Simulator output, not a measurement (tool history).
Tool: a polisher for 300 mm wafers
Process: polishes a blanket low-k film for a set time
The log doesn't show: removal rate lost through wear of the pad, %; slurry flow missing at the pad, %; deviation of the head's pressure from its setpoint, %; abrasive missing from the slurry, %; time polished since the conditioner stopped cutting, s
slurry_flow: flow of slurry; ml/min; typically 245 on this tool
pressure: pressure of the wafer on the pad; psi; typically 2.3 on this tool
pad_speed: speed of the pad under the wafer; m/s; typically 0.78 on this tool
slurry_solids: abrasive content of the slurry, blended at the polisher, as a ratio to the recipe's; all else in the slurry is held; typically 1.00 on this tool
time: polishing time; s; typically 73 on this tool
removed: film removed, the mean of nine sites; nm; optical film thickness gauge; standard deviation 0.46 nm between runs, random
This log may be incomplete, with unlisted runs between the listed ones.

run,day,slurry_flow,pressure,pad_speed,slurry_solids,time,wafers since the last listed run,wafers polished on this pad,hours since the slurry nozzle was cleaned,hours since the head pressure was calibrated,hours since the slurry blender was calibrated,hours since the conditioning disc was replaced,"incoming thickness of the incoming film, nm",removed
1,0.000,245,2.3,0.78,1.00,73,0,1656,86.0,350.5,140.4,219.6,571.7,30.9
# day 0.375: conditioning disc replaced and pad reconditioned
# day 0.412: worn pad replaced by a new one
2,0.729,245,2.3,0.78,1.00,73,112,58,103.5,368.0,157.9,8.5,581.7,30.8
3,2.033,245,2.3,0.78,1.00,73,239,297,134.8,399.3,189.2,39.8,579.7,30.9
4,3.308,245,2.3,0.78,1.00,73,233,531,165.4,429.9,219.8,70.4,583.1,30.4
# day 4.579: slurry blender recalibrated
5,4.621,245,2.3,0.78,1.00,73,225,757,196.9,461.4,1.0,101.9,581.5,30.9
6,5.279,245,2.3,0.78,1.00,73,120,877,212.7,477.2,16.8,117.7,567.8,30.8
7,5.804,245,2.3,0.78,1.10,73,96,974,225.3,489.8,29.4,130.3,574.6,31.1
# day 6.704: slurry nozzle cleaned
8,7.242,245,2.3,0.62,1.00,73,256,1230,12.9,524.3,63.9,164.8,573.9,25.3
9,8.138,245,2.3,0.78,1.00,73,164,1394,34.4,545.8,85.4,186.3,587.5,30.3
# day 9.200: worn pad replaced by a new one
10,9.221,245,2.3,0.78,0.75,73,168,3,60.4,571.8,111.4,212.3,588.1,27.4
# day 10.388: conditioning disc replaced and pad reconditioned
11,10.521,245,1.8,0.78,1.00,73,223,226,91.6,603.0,142.6,3.2,587.3,23.7
12,11.771,245,2.3,0.78,1.00,73,229,456,121.6,633.0,172.6,33.2,586.5,30.2
13,12.542,245,2.9,0.92,1.30,88,141,597,140.1,651.5,191.1,51.7,570.3,56.7
14,13.362,285,2.3,0.56,1.00,73,150,748,159.8,671.2,210.8,71.4,578.0,23.2
15,14.146,195,2.3,0.78,1.25,73,143,892,178.6,690.0,229.6,90.2,581.3,31.5
16,14.929,245,1.7,0.78,1.00,73,143,1035,197.4,708.8,248.4,109.0,576.2,23.6
# day 15.442: slurry blender recalibrated
# day 15.633: slurry nozzle cleaned
# day 18.575: worn pad replaced by a new one
# day 18.988: head pressure recalibrated
17,19.217,245,2.6,0.78,1.00,73,717,102,86.0,5.5,90.6,211.9,580.1,35.9
18,20.512,245,1.7,0.78,1.15,73,237,340,117.1,36.6,121.7,243.0,581.6,25.1
# day 20.888: conditioning disc replaced and pad reconditioned
19,21.204,245,3.0,0.98,1.00,50,111,451,133.7,53.2,138.3,7.6,578.2,32.3
20,22.558,330,2.3,0.62,1.30,51,248,700,166.2,85.7,170.8,40.1,578.6,20.6
21,23.696,305,2.3,0.60,1.00,73,208,908,193.5,113.0,198.1,67.4,577.2,25.7
# day 23.929: slurry nozzle cleaned
# day 24.717: slurry blender recalibrated
22,24.821,245,2.3,0.78,1.25,73,183,1092,21.4,140.0,2.5,94.4,590.9,32.8
23,26.192,245,3.1,0.52,1.10,73,251,1343,54.3,172.9,35.4,127.3,569.1,30.0
24,27.629,245,1.7,0.78,1.15,73,263,1607,88.8,207.4,69.9,161.8,575.5,24.7
# day 28.017: worn pad replaced by a new one
25,29.062,195,1.9,0.78,1.15,87,232,192,123.2,241.8,104.3,196.2,577.2,31.6
26,30.146,205,2.3,0.78,1.00,73,198,391,149.2,267.8,130.3,222.2,575.2,29.4

Alternative continuations, all from the tool just after run 26; predict every row:
A,30.162,245,2.3,0.78,0.85,73,3,394,149.6,268.2,130.7,222.6,577.9,?
B,30.162,245,2.3,0.70,1.00,84,3,394,149.6,268.2,130.7,222.6,577.9,?
C,30.162,245,2.3,0.90,1.00,53,3,394,149.6,268.2,130.7,222.6,577.9,?

run,removed
A,29.1
B,32.5
C,25.1
Without the tool's unlogged condition, the same runs would have read:
run,removed
A,30.9
B,34.5
C,26.6
